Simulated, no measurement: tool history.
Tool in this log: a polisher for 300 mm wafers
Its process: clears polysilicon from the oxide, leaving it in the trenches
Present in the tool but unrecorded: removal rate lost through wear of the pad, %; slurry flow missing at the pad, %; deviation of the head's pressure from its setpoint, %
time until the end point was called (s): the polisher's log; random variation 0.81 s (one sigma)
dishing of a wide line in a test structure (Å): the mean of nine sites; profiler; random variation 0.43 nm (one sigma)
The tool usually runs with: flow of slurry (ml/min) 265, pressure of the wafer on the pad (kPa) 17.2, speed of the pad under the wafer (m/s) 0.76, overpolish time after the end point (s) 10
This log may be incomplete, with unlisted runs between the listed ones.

| run | hour | flow of slurry (ml/min) | pressure of the wafer on the pad (kPa) | speed of the pad under the wafer (m/s) | overpolish time after the end point (s) | wafers since the last listed run | wafers polished on this pad | hours since the slurry nozzle was cleaned | hours since the head pressure was calibrated | incoming thickness of the incoming film, nm | time until the end point was called (s) | dishing of a wide line in a test structure (Å) |
|---|---|---|---|---|---|---|---|---|---|---|---|---|
| 1 | 0.0 | 265 | 17.2 | 0.96 | 10 | 0 | 635 | 393.2 | 713.8 | 574.5 | 40.4 | 420 |
|  | 45.4 | slurry nozzle cleaned |
| 2 | 66.5 | 265 | 17.2 | 0.96 | 10 | 603 | 1239 | 21.1 | 780.3 | 574.0 | 39.8 | 432 |
| 3 | 128.0 | 265 | 17.2 | 0.76 | 10 | 566 | 1805 | 82.6 | 841.8 | 581.5 | 50.2 | 416 |
|  | 161.2 | worn pad replaced by a new one |
| 4 | 171.9 | 265 | 17.2 | 0.76 | 10 | 367 | 98 | 126.5 | 885.7 | 581.3 | 50.4 | 407 |
| 5 | 229.3 | 265 | 17.2 | 0.76 | 10 | 528 | 627 | 183.9 | 943.1 | 574.7 | 48.8 | 408 |
| 6 | 287.7 | 265 | 17.2 | 0.76 | 10 | 537 | 1165 | 242.3 | 1001.5 | 573.3 | 48.3 | 419 |
| 7 | 343.2 | 265 | 17.2 | 0.76 | 10 | 511 | 1676 | 297.8 | 1057.0 | 566.2 | 47.7 | 422 |
|  | 383.3 | worn pad replaced by a new one |
| 8 | 441.4 | 265 | 17.2 | 0.76 | 14 | 867 | 535 | 396.0 | 1155.2 | 560.3 | 45.5 | 424 |
|  | 461.1 | head pressure recalibrated |
| 9 | 488.4 | 265 | 20.7 | 0.76 | 10 | 414 | 949 | 443.0 | 27.3 | 569.5 | 38.7 | 423 |

Forecast run 10:
| 10 | 540.2 | 265 | 17.2 | 0.70 | 13 | 476 | 1426 | 494.8 | 79.1 | 575.8 | ? | ? |

{"run 10": {"time until the end point was called (s)": 48.7, "dishing of a wide line in a test structure (Å)": 424}}
If the tool had no hidden condition, the same run with the same run-to-run variation would have returned time until the end point was called (s) 55.7, dishing of a wide line in a test structure (Å) 418.

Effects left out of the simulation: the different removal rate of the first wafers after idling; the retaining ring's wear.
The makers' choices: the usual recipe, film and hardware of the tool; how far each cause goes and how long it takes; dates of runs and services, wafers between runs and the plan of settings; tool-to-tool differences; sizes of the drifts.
